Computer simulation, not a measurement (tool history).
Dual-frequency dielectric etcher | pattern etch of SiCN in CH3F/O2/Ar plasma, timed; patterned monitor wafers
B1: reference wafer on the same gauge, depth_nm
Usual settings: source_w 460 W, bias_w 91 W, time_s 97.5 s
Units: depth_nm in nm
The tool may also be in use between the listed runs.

Run 1, hour 0.0: usual settings; B1 43.75. Result: depth_nm 48.37 nm.
At hour 20.1: wet clean of the chamber.
Run 2, hour 120.5: usual settings; B1 43.54. Result: depth_nm 48.11 nm.
Run 3, hour 191.4: usual settings; B1 43.40. Result: depth_nm 48.05 nm.
At hour 327.1: upper electrode replaced.
At hour 403.8: source power generator calibrated.
Run 4, hour 475.9: usual settings; B1 42.91. Result: depth_nm 47.55 nm.
At hour 505.1: bias power generator calibrated.
Run 5, hour 521.5: usual settings; B1 42.85. Result: depth_nm 47.54 nm.
At hour 577.2: gauge calibrated.
Run 6, hour 610.5: usual settings; B1 43.73. Result: depth_nm 48.78 nm.
At hour 639.6: wet clean of the chamber.
Run 7, hour 690.2: usual settings; B1 43.60. Result: depth_nm 48.39 nm.
Run 8, hour 737.6: usual settings but bias_w 72 W, time_s 71.0 s; B1 43.55. Result: depth_nm 32.67 nm.
Run 9, hour 812.9: usual settings but source_w 360 W, bias_w 85 W; B1 43.39. Result: depth_nm 41.52 nm.
Run 10, hour 888.4: usual settings but bias_w 97 W; B1 43.23. Result: depth_nm 49.04 nm.
Run 11, hour 927.2: usual settings; B1 43.16. Result: depth_nm 47.97 nm.
Run 12, hour 971.4: usual settings but time_s 110.0 s; B1 43.11. Result: depth_nm 53.69 nm.
Run 13, hour 1021.8: usual settings but source_w 490 W, bias_w 81 W; B1 43.01. Result: depth_nm 47.27 nm.
Run 14, hour 1061.9: usual settings but bias_w 107 W; B1 42.94. Result: depth_nm 49.91 nm.

Forecast each of these 5 alternatives for the next run:
Run A, hour 1062.3: usual settings; B1 ?. Result: depth_nm ?.
Run B, hour 1062.3: usual settings but source_w 370 W, bias_w 109 W, time_s 71.0 s; B1 ?. Result: depth_nm ?.
Run C, hour 1062.3: usual settings but source_w 520 W, time_s 87.0 s; B1 ?. Result: depth_nm ?.
Run D, hour 1062.3: usual settings but source_w 570 W; B1 ?. Result: depth_nm ?.
Run E, hour 1062.3: usual settings but bias_w 109 W, time_s 80.0 s; B1 ?. Result: depth_nm ?.

run     B1  depth_nm
  A  42.93     47.53
  B  42.93     32.69
  C  42.93     45.08
  D  42.93     52.81
  E  42.93     41.28
Without the tool's hidden state the same runs would have given:
run  depth_nm
  A     48.49
  B     33.35
  C     45.99
  D     53.87
  E     42.11
